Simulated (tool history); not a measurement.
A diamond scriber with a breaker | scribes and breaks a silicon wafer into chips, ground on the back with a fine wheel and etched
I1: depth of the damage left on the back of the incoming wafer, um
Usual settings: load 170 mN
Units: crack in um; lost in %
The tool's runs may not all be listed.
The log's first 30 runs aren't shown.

Run 31, hour 2493.9: usual settings but load 139 mN; I1 0.5. Result: crack 7.52 um, lost 1.93 %.
Run 32, hour 2543.3: usual settings but load 221 mN; I1 0.55. Result: crack 9.48 um, lost 0.84 %.
Run 33, hour 2631.9: usual settings but load 121 mN; I1 0.62. Result: crack 7.23 um, lost 3.48 %.
Run 34, hour 2695.5: usual settings but load 188 mN; I1 0.56. Result: crack 8.78 um, lost 0.52 %.
Run 35, hour 2774: usual settings; I1 0.75. Result: crack 8.31 um, lost 0.85 %.
Run 36, hour 2832.4: usual settings but load 213 mN; I1 0.57. Result: crack 9.39 um, lost 0.65 %.
Run 37, hour 2883.7: usual settings but load 192 mN; I1 0.73. Result: crack 8.46 um, lost 0.55 %.
At hour 2920.3: load on the tip recalibrated.
Run 38, hour 2939.9: usual settings; I1 0.67. Result: crack 8.7 um, lost 0.53 %.
Run 39, hour 3029.2: usual settings; I1 0.31. Result: crack 8.35 um, lost 0.53 %.
At hour 3040.6: diamond tip replaced by a new one.
Run 40, hour 3126.4: usual settings but load 189 mN; I1 0.78. Result: crack 8.92 um, lost 0.61 %.

Forecast each of these 5 alternatives for the next run:
Run A, hour 3127.1: usual settings; I1 0.77. Result: crack ?, lost ?.
Run B, hour 3127.1: usual settings but load 219 mN; I1 0.77. Result: crack ?, lost ?.
Run C, hour 3127.1: usual settings but load 148 mN; I1 0.77. Result: crack ?, lost ?.
Run D, hour 3127.1: usual settings but load 214 mN; I1 0.77. Result: crack ?, lost ?.
Run E, hour 3127.1: usual settings but load 140 mN; I1 0.77. Result: crack ?, lost ?.

run  crack  lost
  A   8.36  0.73
  B   9.29   1.1
  C   7.92  1.45
  D    9.2  0.96
  E   7.76  1.89
Without the tool's hidden state the same runs would have given:
run  crack  lost
  A   8.66  0.59
  B   9.63  1.75
  C   8.21  0.91
  D   9.53  1.54
  E   8.04  1.19
